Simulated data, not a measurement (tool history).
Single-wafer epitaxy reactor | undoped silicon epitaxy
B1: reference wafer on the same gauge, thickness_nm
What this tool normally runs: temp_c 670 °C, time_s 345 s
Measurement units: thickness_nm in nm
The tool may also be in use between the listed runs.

{"run": 1, "hour": 0.0, "temp_c": 670, "time_s": 345, "B1": 98.602, "thickness_nm": 86.365}
{"run": 2, "hour": 13.7, "temp_c": 670, "time_s": 345, "B1": 98.585, "thickness_nm": 86.252}
{"run": 3, "hour": 39.7, "temp_c": 670, "time_s": 345, "B1": 98.605, "thickness_nm": 86.139}
{"run": 4, "hour": 74.1, "temp_c": 670, "time_s": 345, "B1": 98.534, "thickness_nm": 86.257}
{"run": 5, "hour": 91.9, "temp_c": 670, "time_s": 345, "B1": 98.545, "thickness_nm": 86.325}
{"run": 6, "hour": 109.2, "temp_c": 670, "time_s": 345, "B1": 98.591, "thickness_nm": 85.995}
{"run": 7, "hour": 131.6, "temp_c": 670, "time_s": 345, "B1": 98.587, "thickness_nm": 86.168}
{"run": 8, "hour": 152.9, "temp_c": 670, "time_s": 345, "B1": 98.613, "thickness_nm": 85.93}
{"run": 9, "hour": 174.7, "temp_c": 670, "time_s": 345, "B1": 98.526, "thickness_nm": 86.33}
{"run": 10, "hour": 204.3, "temp_c": 681, "time_s": 376, "B1": 98.588, "thickness_nm": 116.541}
{"run": 11, "hour": 240.9, "temp_c": 670, "time_s": 345, "B1": 98.589, "thickness_nm": 86.017}
{"run": 12, "hour": 277.5, "temp_c": 665, "time_s": 393, "B1": 98.585, "thickness_nm": 87.62}
{"run": 13, "hour": 308.5, "temp_c": 665, "time_s": 393, "B1": 98.627, "thickness_nm": 88.323}
{"run": 14, "hour": 337.7, "temp_c": 670, "time_s": 315, "B1": 98.568, "thickness_nm": 77.451}
{"run": 15, "hour": 370.9, "temp_c": 670, "time_s": 345, "B1": 98.639, "thickness_nm": 85.148}
{"run": 16, "hour": 391.3, "temp_c": 670, "time_s": 345, "B1": 98.595, "thickness_nm": 84.609}
{"run": 17, "hour": 423.9, "temp_c": 670, "time_s": 381, "B1": 98.643, "thickness_nm": 94.097}
{"run": 18, "hour": 456.8, "temp_c": 665, "time_s": 281, "B1": 98.598, "thickness_nm": 62.346}
{"run": 19, "hour": 484.5, "temp_c": 666, "time_s": 365, "B1": 98.633, "thickness_nm": 94.1}
{"run": 20, "hour": 503.1, "temp_c": 670, "time_s": 345, "B1": 98.605, "thickness_nm": 96.904}
{"run": 21, "hour": 596.1, "temp_c": 659, "time_s": 307, "B1": 98.524, "thickness_nm": 68.65}
{"run": 22, "hour": 615.4, "temp_c": 656, "time_s": 345, "B1": 98.626, "thickness_nm": 71.819}
{"run": 23, "hour": 630.9, "temp_c": 670, "time_s": 345, "B1": 98.614, "thickness_nm": 95.478}
{"run": 24, "hour": 654.8, "temp_c": 670, "time_s": 385, "B1": 98.596, "thickness_nm": 106.814}
{"run": 25, "hour": 688.1, "temp_c": 670, "time_s": 278, "B1": 98.608, "thickness_nm": 77.213}
{"run": 26, "hour": 720.5, "temp_c": 663, "time_s": 377, "B1": 98.592, "thickness_nm": 90.633}
{"run": 27, "hour": 739.6, "temp_c": 666, "time_s": 345, "B1": 98.643, "thickness_nm": 88.058}
{"run": 28, "hour": 767.1, "temp_c": 670, "time_s": 411, "B1": 98.606, "thickness_nm": 113.982}

Taken out of this log: 2 entries between the listed runs. Where each belongs, and how the hidden state differs across it:
After run 17, before run 18: gauge calibrated (hour 426.9)
  wafer temperature above the value expected at the setpoint (K): -5.98 -> -6.05
  measured less the result without the state, thickness_nm: -12.007 -> -8.147 nm
After run 18, before run 19: pyrometer calibrated (hour 478.8)
  wafer temperature above the value expected at the setpoint (K): -6.05 -> 0.38
  measured less the result without the state, thickness_nm: -8.147 -> +0.718 nm

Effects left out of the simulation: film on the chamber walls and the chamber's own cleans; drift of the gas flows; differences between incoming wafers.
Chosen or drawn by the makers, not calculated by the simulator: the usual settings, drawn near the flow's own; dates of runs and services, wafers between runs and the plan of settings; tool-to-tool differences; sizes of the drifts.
